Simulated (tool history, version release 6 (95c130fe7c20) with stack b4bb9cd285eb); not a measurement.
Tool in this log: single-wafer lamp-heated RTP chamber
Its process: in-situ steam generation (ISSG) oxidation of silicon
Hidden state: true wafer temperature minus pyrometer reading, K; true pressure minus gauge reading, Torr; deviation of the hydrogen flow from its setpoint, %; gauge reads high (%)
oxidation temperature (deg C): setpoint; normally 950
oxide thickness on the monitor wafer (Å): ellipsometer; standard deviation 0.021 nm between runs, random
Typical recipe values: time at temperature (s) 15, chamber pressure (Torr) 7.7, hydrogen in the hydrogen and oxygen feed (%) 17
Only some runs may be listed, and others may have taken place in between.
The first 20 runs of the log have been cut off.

run,hour,oxidation temperature (deg C),time at temperature (s),chamber pressure (Torr),hydrogen in the hydrogen and oxygen feed (%),wafers since the last listed run,wafers since the last pyrometer calibration,hours since the pressure gauge was zeroed,hours since the hydrogen flow controller was replaced,hours since the gauge calibration,"read-back reference wafer on the same gauge, thickness",oxide thickness on the monitor wafer (Å)
21,1153.6,950,15,7.7,25,854,1968,700.5,1005.2,948.4,3.684,39.58
22,1213.6,950,12,7.7,11,748,2717,760.5,1065.2,1008.4,3.682,29.83
23,1249.1,934,18,6.9,11,442,3159,796.0,1100.7,1043.9,3.678,33.68
24,1301.3,950,15,7.7,17,651,3811,848.2,1152.9,1096.1,3.687,36.07
25,1371.5,950,15,7.7,11,875,4686,918.4,1223.1,1166.3,3.677,33.28
# hour 1421.4: pyrometer window cleaned and pyrometer calibrated
26,1421.9,950,15,7.7,17,528,6,968.8,1273.5,1216.7,3.676,36.45
27,1472.8,950,10,8.2,14,634,641,1019.7,1324.4,1267.6,3.688,29.58
28,1531.9,950,15,7.7,17,737,1378,1078.8,1383.5,1326.7,3.683,36.54
29,1557.3,958,15,7.7,17,316,1695,1104.2,1408.9,1352.1,3.680,36.99
30,1600.6,950,15,7.7,17,540,2235,1147.5,1452.2,1395.4,3.690,36.33
31,1633.4,944,19,7.7,17,409,2644,1180.3,1485.0,1428.2,3.676,38.69

Predict each of these 4 candidate next runs independently; none follows another, all start after run 31:
A,1633.8,950,15,7.7,17,4,2649,1180.7,1485.4,1428.6,?,?
B,1633.8,938,21,6.9,11,4,2649,1180.7,1485.4,1428.6,?,?
C,1633.8,958,15,9.1,25,4,2649,1180.7,1485.4,1428.6,?,?
D,1633.8,950,21,8.4,13,4,2649,1180.7,1485.4,1428.6,?,?

run,"read-back reference wafer on the same gauge, thickness",oxide thickness on the monitor wafer (Å)
A,3.676,36.35
B,3.676,36.37
C,3.676,40.36
D,3.676,39.34
Had the tool no hidden state, the same runs would have come out as:
run,oxide thickness on the monitor wafer (Å)
A,36.35
B,36.37
C,40.36
D,39.34
